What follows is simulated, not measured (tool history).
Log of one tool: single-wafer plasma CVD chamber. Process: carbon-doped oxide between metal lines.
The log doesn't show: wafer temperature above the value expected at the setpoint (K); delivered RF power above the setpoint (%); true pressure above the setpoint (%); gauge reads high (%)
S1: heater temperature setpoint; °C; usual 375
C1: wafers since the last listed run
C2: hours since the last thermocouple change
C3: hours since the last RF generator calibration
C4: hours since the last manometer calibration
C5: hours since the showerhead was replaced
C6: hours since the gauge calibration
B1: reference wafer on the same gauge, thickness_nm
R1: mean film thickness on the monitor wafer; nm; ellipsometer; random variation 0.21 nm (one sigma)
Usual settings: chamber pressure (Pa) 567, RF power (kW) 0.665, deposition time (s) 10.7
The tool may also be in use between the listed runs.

Run 1, hour 0.0: usual settings; C1 0; C2 3123.8; C3 1117.7; C4 2371.8; C5 7754.9; C6 310.0; B1 57.797. Result: R1 57.627 nm.
Run 2, hour 12.8: usual settings; C1 516; C2 3136.6; C3 1130.5; C4 2384.6; C5 7767.7; C6 322.8; B1 57.678. Result: R1 57.397 nm.
Run 3, hour 33.4: usual settings; C1 831; C2 3157.2; C3 1151.1; C4 2405.2; C5 7788.3; C6 343.4; B1 57.829. Result: R1 57.452 nm.
Run 4, hour 65.7: usual settings but RF power (kW) 0.615; C1 1303; C2 3189.5; C3 1183.4; C4 2437.5; C5 7820.6; C6 375.7; B1 57.819. Result: R1 55.664 nm.
Run 5, hour 93.5: usual settings; C1 1122; C2 3217.3; C3 1211.2; C4 2465.3; C5 7848.4; C6 403.5; B1 57.908. Result: R1 58.072 nm.
Run 6, hour 120.9: usual settings; C1 1106; C2 3244.7; C3 1238.6; C4 2492.7; C5 7875.8; C6 430.9; B1 57.816. Result: R1 57.565 nm.
Run 7, hour 153.5: usual settings; C1 1315; C2 3277.3; C3 1271.2; C4 2525.3; C5 7908.4; C6 463.5; B1 57.914. Result: R1 57.912 nm.
Run 8, hour 188.1: usual settings but S1 367 °C; C1 1396; C2 3311.9; C3 1305.8; C4 2559.9; C5 7943.0; C6 498.1; B1 57.966. Result: R1 59.596 nm.
Run 9, hour 201.4: usual settings but S1 370 °C, chamber pressure (Pa) 637, deposition time (s) 8.6; C1 536; C2 3325.2; C3 1319.1; C4 2573.2; C5 7956.3; C6 511.4; B1 57.951. Result: R1 47.344 nm.
At hour 210.0: showerhead replaced.
At hour 218.6: thermocouple changed; heater temperature recalibrated.
At hour 219.5: gauge calibrated.
At hour 227.9: capacitance manometer re-zeroed and calibrated.
Run 10, hour 228.4: usual settings but S1 366 °C, chamber pressure (Pa) 693, RF power (kW) 0.705; C1 121; C2 9.8; C3 1346.1; C4 0.5; C5 18.4; C6 8.9; B1 56.789. Result: R1 61.205 nm.
Run 11, hour 244.2: usual settings but S1 382 °C; C1 637; C2 25.6; C3 1361.9; C4 16.3; C5 34.2; C6 24.7; B1 56.817. Result: R1 56.070 nm.
At hour 262.9: RF generator calibrated.
Run 12, hour 263.4: usual settings but S1 382 °C; C1 452; C2 44.8; C3 0.5; C4 35.5; C5 53.4; C6 43.9; B1 57.008. Result: R1 56.107 nm.
Run 13, hour 271.7: usual settings but S1 389 °C, deposition time (s) 11.6; C1 335; C2 53.1; C3 8.8; C4 43.8; C5 61.7; C6 52.2; B1 56.997. Result: R1 59.770 nm.
Run 14, hour 303.4: usual settings but S1 362 °C, chamber pressure (Pa) 676; C1 1279; C2 84.8; C3 40.5; C4 75.5; C5 93.4; C6 83.9; B1 57.132. Result: R1 60.174 nm.
Run 15, hour 317.7: usual settings; C1 577; C2 99.1; C3 54.8; C4 89.8; C5 107.7; C6 98.2; B1 57.214. Result: R1 57.124 nm.
Run 16, hour 333.2: usual settings but chamber pressure (Pa) 500; C1 625; C2 114.6; C3 70.3; C4 105.3; C5 123.2; C6 113.7; B1 57.296. Result: R1 56.649 nm.
Run 17, hour 366.1: usual settings but RF power (kW) 0.710; C1 1328; C2 147.5; C3 103.2; C4 138.2; C5 156.1; C6 146.6; B1 57.398. Result: R1 60.005 nm.
Run 18, hour 379.7: usual settings but RF power (kW) 0.585, deposition time (s) 11.9; C1 548; C2 161.1; C3 116.8; C4 151.8; C5 169.7; C6 160.2; B1 57.407. Result: R1 59.045 nm.
Run 19, hour 415.1: usual settings but S1 367 °C; C1 1428; C2 196.5; C3 152.2; C4 187.2; C5 205.1; C6 195.6; B1 57.541. Result: R1 58.199 nm.
Run 20, hour 450.1: usual settings but chamber pressure (Pa) 512; C1 1412; C2 231.5; C3 187.2; C4 222.2; C5 240.1; C6 230.6; B1 57.682. Result: R1 57.261 nm.
Run 21, hour 463.2: usual settings but chamber pressure (Pa) 696; C1 528; C2 244.6; C3 200.3; C4 235.3; C5 253.2; C6 243.7; B1 57.697. Result: R1 58.934 nm.
Run 22, hour 495.0: usual settings but deposition time (s) 9.4; C1 1283; C2 276.4; C3 232.1; C4 267.1; C5 285.0; C6 275.5; B1 57.679. Result: R1 50.636 nm.
Run 23, hour 526.2: usual settings; C1 1259; C2 307.6; C3 263.3; C4 298.3; C5 316.2; C6 306.7; B1 57.754. Result: R1 57.482 nm.
Run 24, hour 558.3: usual settings; C1 1295; C2 339.7; C3 295.4; C4 330.4; C5 348.3; C6 338.8; B1 57.772. Result: R1 57.712 nm.
Run 25, hour 579.8: usual settings; C1 867; C2 361.2; C3 316.9; C4 351.9; C5 369.8; C6 360.3; B1 57.845. Result: R1 58.234 nm.
Run 26, hour 613.4: usual settings but chamber pressure (Pa) 663; C1 1356; C2 394.8; C3 350.5; C4 385.5; C5 403.4; C6 393.9; B1 57.895. Result: R1 58.624 nm.
Run 27, hour 640.0: usual settings but S1 379 °C, chamber pressure (Pa) 613, RF power (kW) 0.575, deposition time (s) 12.2; C1 1073; C2 421.4; C3 377.1; C4 412.1; C5 430.0; C6 420.5; B1 57.880. Result: R1 60.367 nm.
Run 28, hour 657.1: usual settings but S1 365 °C, chamber pressure (Pa) 469, RF power (kW) 0.740, deposition time (s) 9.8; C1 690; C2 438.5; C3 394.2; C4 429.2; C5 447.1; C6 437.6; B1 57.917. Result: R1 57.399 nm.
Run 29, hour 675.5: usual settings but S1 371 °C, deposition time (s) 8.7; C1 742; C2 456.9; C3 412.6; C4 447.6; C5 465.5; C6 456.0; B1 57.929. Result: R1 47.626 nm.

4 ways to go on from here, each from the tool as it stands after run 29. What would each give?
Run A, hour 675.9: usual settings but chamber pressure (Pa) 453; C1 16; C2 457.3; C3 413.0; C4 448.0; C5 465.9; C6 456.4; B1 ?. Result: R1 ?.
Run B, hour 675.9: usual settings but S1 385 °C, deposition time (s) 9.6; C1 16; C2 457.3; C3 413.0; C4 448.0; C5 465.9; C6 456.4; B1 ?. Result: R1 ?.
Run C, hour 675.9: usual settings but deposition time (s) 11.3; C1 16; C2 457.3; C3 413.0; C4 448.0; C5 465.9; C6 456.4; B1 ?. Result: R1 ?.
Run D, hour 675.9: usual settings but S1 365 °C, RF power (kW) 0.630; C1 16; C2 457.3; C3 413.0; C4 448.0; C5 465.9; C6 456.4; B1 ?. Result: R1 ?.

run      B1      R1
  A  57.897  56.767
  B  57.897  50.630
  C  57.897  60.837
  D  57.897  57.386
Without the tool's hidden state the same runs would have given:
run      R1
  A  55.395
  B  49.406
  C  59.366
  D  55.998
